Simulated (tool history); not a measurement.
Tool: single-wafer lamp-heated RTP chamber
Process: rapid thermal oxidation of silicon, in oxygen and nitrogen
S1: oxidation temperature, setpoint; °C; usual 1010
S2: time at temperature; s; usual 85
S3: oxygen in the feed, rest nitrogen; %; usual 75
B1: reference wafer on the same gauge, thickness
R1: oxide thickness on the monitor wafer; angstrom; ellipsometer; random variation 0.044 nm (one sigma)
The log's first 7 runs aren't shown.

Run 8, hour 606.2: usual settings; B1 7.585. Result: R1 72.95 angstrom.
At hour 648.7: pyrometer window cleaned and pyrometer calibrated.
Run 9, hour 694.3: usual settings; B1 7.605. Result: R1 72.86 angstrom.
Run 10, hour 754.5: usual settings; B1 7.608. Result: R1 73.41 angstrom.
Run 11, hour 848.5: usual settings but S1 995 °C; B1 7.616. Result: R1 65.59 angstrom.
Run 12, hour 1159.2: usual settings; B1 7.623. Result: R1 73.56 angstrom.
Run 13, hour 1260.5: usual settings; B1 7.618. Result: R1 73.17 angstrom.
Run 14, hour 1344.8: usual settings but S1 1023 °C, S3 97 %; B1 7.601. Result: R1 87.48 angstrom.
Run 15, hour 1436.4: usual settings but S1 1035 °C, S2 68 s; B1 7.621. Result: R1 79.03 angstrom.
Run 16, hour 1517.6: usual settings but S1 998 °C, S2 58 s; B1 7.612. Result: R1 56.13 angstrom.
Run 17, hour 1620.5: usual settings but S3 98 %; B1 7.619. Result: R1 80.98 angstrom.
At hour 1664.6: pyrometer window cleaned and pyrometer calibrated.
Run 18, hour 1709.0: usual settings; B1 7.613. Result: R1 72.79 angstrom.
Run 19, hour 1749.5: usual settings but S2 104 s, S3 52 %; B1 7.600. Result: R1 70.28 angstrom.
Run 20, hour 1835.0: usual settings but S1 989 °C, S2 72 s, S3 56 %; B1 7.610. Result: R1 52.74 angstrom.
At hour 1898.6: gauge calibrated.
Run 21, hour 1931.6: usual settings but S1 995 °C, S2 123 s, S3 48 %; B1 7.581. Result: R1 65.57 angstrom.

The next listed run, before its measurement:
Run 22, hour 2012.1: usual settings but S2 48 s; B1 ?. Result: R1 ?.

{"run 22": {"B1": 7.603, "R1": 56.66}}
Without the tool's hidden state the same run would have given R1 56.66 angstrom.

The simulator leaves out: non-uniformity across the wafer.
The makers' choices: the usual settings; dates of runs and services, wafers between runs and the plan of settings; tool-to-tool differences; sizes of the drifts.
